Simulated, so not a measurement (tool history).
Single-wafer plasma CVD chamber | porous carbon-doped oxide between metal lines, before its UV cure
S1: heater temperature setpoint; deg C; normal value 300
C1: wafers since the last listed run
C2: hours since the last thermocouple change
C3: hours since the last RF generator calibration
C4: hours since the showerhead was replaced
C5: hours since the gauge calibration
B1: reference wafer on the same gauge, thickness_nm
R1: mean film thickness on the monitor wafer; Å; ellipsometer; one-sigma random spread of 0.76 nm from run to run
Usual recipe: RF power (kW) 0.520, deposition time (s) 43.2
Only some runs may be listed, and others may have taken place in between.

run 1 hour=0.0 | S1=300 RF_power_(kW)=0.520 deposition_time_(s)=43.2 | C1=0 C2=1234.2 C3=1897.5 C4=6148.7 C5=1142.6 | B1=192.965 | R1=2413.36
run 2 hour=37.9 | S1=300 RF_power_(kW)=0.520 deposition_time_(s)=43.2 | C1=630 C2=1272.1 C3=1935.4 C4=6186.6 C5=1180.5 | B1=192.899 | R1=2431.73
run 3 hour=89.6 | S1=300 RF_power_(kW)=0.520 deposition_time_(s)=43.2 | C1=860 C2=1323.8 C3=1987.1 C4=6238.3 C5=1232.2 | B1=193.117 | R1=2426.02
run 4 hour=113.7 | S1=289 RF_power_(kW)=0.455 deposition_time_(s)=43.2 | C1=401 C2=1347.9 C3=2011.2 C4=6262.4 C5=1256.3 | B1=192.796 | R1=2355.30
run 5 hour=145.1 | S1=300 RF_power_(kW)=0.520 deposition_time_(s)=43.2 | C1=522 C2=1379.3 C3=2042.6 C4=6293.8 C5=1287.7 | B1=192.988 | R1=2419.34
run 6 hour=202.5 | S1=300 RF_power_(kW)=0.520 deposition_time_(s)=43.2 | C1=955 C2=1436.7 C3=2100.0 C4=6351.2 C5=1345.1 | B1=193.071 | R1=2426.52
run 7 hour=260.9 | S1=300 RF_power_(kW)=0.520 deposition_time_(s)=43.2 | C1=971 C2=1495.1 C3=2158.4 C4=6409.6 C5=1403.5 | B1=193.028 | R1=2421.58
-- hour=446.9 showerhead replaced
-- hour=447.0 RF generator calibrated
run 8 hour=461.9 | S1=300 RF_power_(kW)=0.450 deposition_time_(s)=43.2 | C1=3209 C2=1696.1 C3=14.9 C4=15.0 C5=1604.5 | B1=192.819 | R1=2155.56
run 9 hour=529.0 | S1=295 RF_power_(kW)=0.455 deposition_time_(s)=43.2 | C1=1116 C2=1763.2 C3=82.0 C4=82.1 C5=1671.6 | B1=193.148 | R1=2272.50
run 10 hour=588.4 | S1=295 RF_power_(kW)=0.455 deposition_time_(s)=43.2 | C1=988 C2=1822.6 C3=141.4 C4=141.5 C5=1731.0 | B1=192.933 | R1=2264.35
run 11 hour=653.3 | S1=295 RF_power_(kW)=0.455 deposition_time_(s)=43.2 | C1=1080 C2=1887.5 C3=206.3 C4=206.4 C5=1795.9 | B1=193.158 | R1=2282.57
run 12 hour=701.0 | S1=300 RF_power_(kW)=0.520 deposition_time_(s)=43.2 | C1=793 C2=1935.2 C3=254.0 C4=254.1 C5=1843.6 | B1=192.897 | R1=2430.01
run 13 hour=751.8 | S1=290 RF_power_(kW)=0.520 deposition_time_(s)=37.4 | C1=845 C2=1986.0 C3=304.8 C4=304.9 C5=1894.4 | B1=193.065 | R1=2266.39
-- hour=773.3 thermocouple changed; heater temperature recalibrated
run 14 hour=803.0 | S1=295 RF_power_(kW)=0.520 deposition_time_(s)=48.5 | C1=718 C2=29.7 C3=356.0 C4=356.1 C5=1945.6 | B1=193.065 | R1=2762.74
run 15 hour=831.4 | S1=300 RF_power_(kW)=0.520 deposition_time_(s)=43.2 | C1=472 C2=58.1 C3=384.4 C4=384.5 C5=1974.0 | B1=193.024 | R1=2403.15
-- hour=849.4 gauge calibrated
run 16 hour=881.6 | S1=300 RF_power_(kW)=0.520 deposition_time_(s)=43.2 | C1=835 C2=108.3 C3=434.6 C4=434.7 C5=32.2 | B1=193.002 | R1=2398.14
run 17 hour=1020.0 | S1=307 RF_power_(kW)=0.545 deposition_time_(s)=40.6 | C1=2303 C2=246.7 C3=573.0 C4=573.1 C5=170.6 | B1=192.890 | R1=2248.00
run 18 hour=1067.0 | S1=310 RF_power_(kW)=0.520 deposition_time_(s)=48.0 | C1=782 C2=293.7 C3=620.0 C4=620.1 C5=217.6 | B1=192.959 | R1=2495.08
run 19 hour=1129.9 | S1=300 RF_power_(kW)=0.520 deposition_time_(s)=43.2 | C1=1046 C2=356.6 C3=682.9 C4=683.0 C5=280.5 | B1=193.116 | R1=2405.65
run 20 hour=1155.7 | S1=294 RF_power_(kW)=0.520 deposition_time_(s)=47.0 | C1=429 C2=382.4 C3=708.7 C4=708.8 C5=306.3 | B1=192.923 | R1=2724.49
run 21 hour=1186.0 | S1=300 RF_power_(kW)=0.520 deposition_time_(s)=43.2 | C1=504 C2=412.7 C3=739.0 C4=739.1 C5=336.6 | B1=193.062 | R1=2404.59
run 22 hour=1247.9 | S1=310 RF_power_(kW)=0.480 deposition_time_(s)=48.0 | C1=1030 C2=474.6 C3=800.9 C4=801.0 C5=398.5 | B1=192.969 | R1=2357.05
run 23 hour=1313.5 | S1=294 RF_power_(kW)=0.520 deposition_time_(s)=47.0 | C1=1091 C2=540.2 C3=866.5 C4=866.6 C5=464.1 | B1=192.848 | R1=2728.01
run 24 hour=1383.4 | S1=300 RF_power_(kW)=0.430 deposition_time_(s)=43.2 | C1=1163 C2=610.1 C3=936.4 C4=936.5 C5=534.0 | B1=192.907 | R1=2079.61
run 25 hour=1409.9 | S1=300 RF_power_(kW)=0.575 deposition_time_(s)=48.7 | C1=441 C2=636.6 C3=962.9 C4=963.0 C5=560.5 | B1=192.932 | R1=2917.82
run 26 hour=1440.3 | S1=314 RF_power_(kW)=0.520 deposition_time_(s)=43.2 | C1=505 C2=667.0 C3=993.3 C4=993.4 C5=590.9 | B1=193.056 | R1=2206.06
run 27 hour=1508.8 | S1=296 RF_power_(kW)=0.520 deposition_time_(s)=37.7 | C1=1139 C2=735.5 C3=1061.8 C4=1061.9 C5=659.4 | B1=192.962 | R1=2167.21
run 28 hour=1561.7 | S1=300 RF_power_(kW)=0.520 deposition_time_(s)=43.2 | C1=880 C2=788.4 C3=1114.7 C4=1114.8 C5=712.3 | B1=192.916 | R1=2398.97
run 29 hour=1626.5 | S1=309 RF_power_(kW)=0.520 deposition_time_(s)=43.2 | C1=1078 C2=853.2 C3=1179.5 C4=1179.6 C5=777.1 | B1=192.910 | R1=2271.94
run 30 hour=1693.5 | S1=296 RF_power_(kW)=0.555 deposition_time_(s)=51.3 | C1=1114 C2=920.2 C3=1246.5 C4=1246.6 C5=844.1 | B1=193.166 | R1=3062.79
run 31 hour=1744.4 | S1=294 RF_power_(kW)=0.520 deposition_time_(s)=47.0 | C1=847 C2=971.1 C3=1297.4 C4=1297.5 C5=895.0 | B1=193.131 | R1=2724.04
run 32 hour=1783.3 | S1=307 RF_power_(kW)=0.585 deposition_time_(s)=43.2 | C1=647 C2=1010.0 C3=1336.3 C4=1336.4 C5=933.9 | B1=193.098 | R1=2518.13
run 33 hour=1839.5 | S1=300 RF_power_(kW)=0.520 deposition_time_(s)=43.2 | C1=935 C2=1066.2 C3=1392.5 C4=1392.6 C5=990.1 | B1=193.100 | R1=2417.93
run 34 hour=1889.3 | S1=300 RF_power_(kW)=0.520 deposition_time_(s)=43.2 | C1=828 C2=1116.0 C3=1442.3 C4=1442.4 C5=1039.9 | B1=192.909 | R1=2418.38
run 35 hour=1922.3 | S1=305 RF_power_(kW)=0.520 deposition_time_(s)=50.7 | C1=549 C2=1149.0 C3=1475.3 C4=1475.4 C5=1072.9 | B1=193.001 | R1=2742.74

Take each entry between the runs: how does the hidden state at the last listed run before it differ from the hidden state at the first listed run after it?
Logged between run 7 and run 8: showerhead replaced (hour 446.9); RF generator calibrated (hour 447.0)
  wafer temperature above the value expected at the setpoint (K): -1.92 -> -2.15
  what was measured, less what the result would be without the hidden state, R1: +30.42 -> +30.27 Å
Logged between run 13 and run 14: thermocouple changed; heater temperature recalibrated (hour 773.3)
  wafer temperature above the value expected at the setpoint (K): -2.47 -> -0.269
  what was measured, less what the result would be without the hidden state, R1: +39.02 -> +4.97 Å
Logged between run 15 and run 16: gauge calibrated (hour 849.4)
  wafer temperature above the value expected at the setpoint (K): -0.301 -> -0.357
  what was measured, less what the result would be without the hidden state, R1: +4.74 -> +5.62 Å
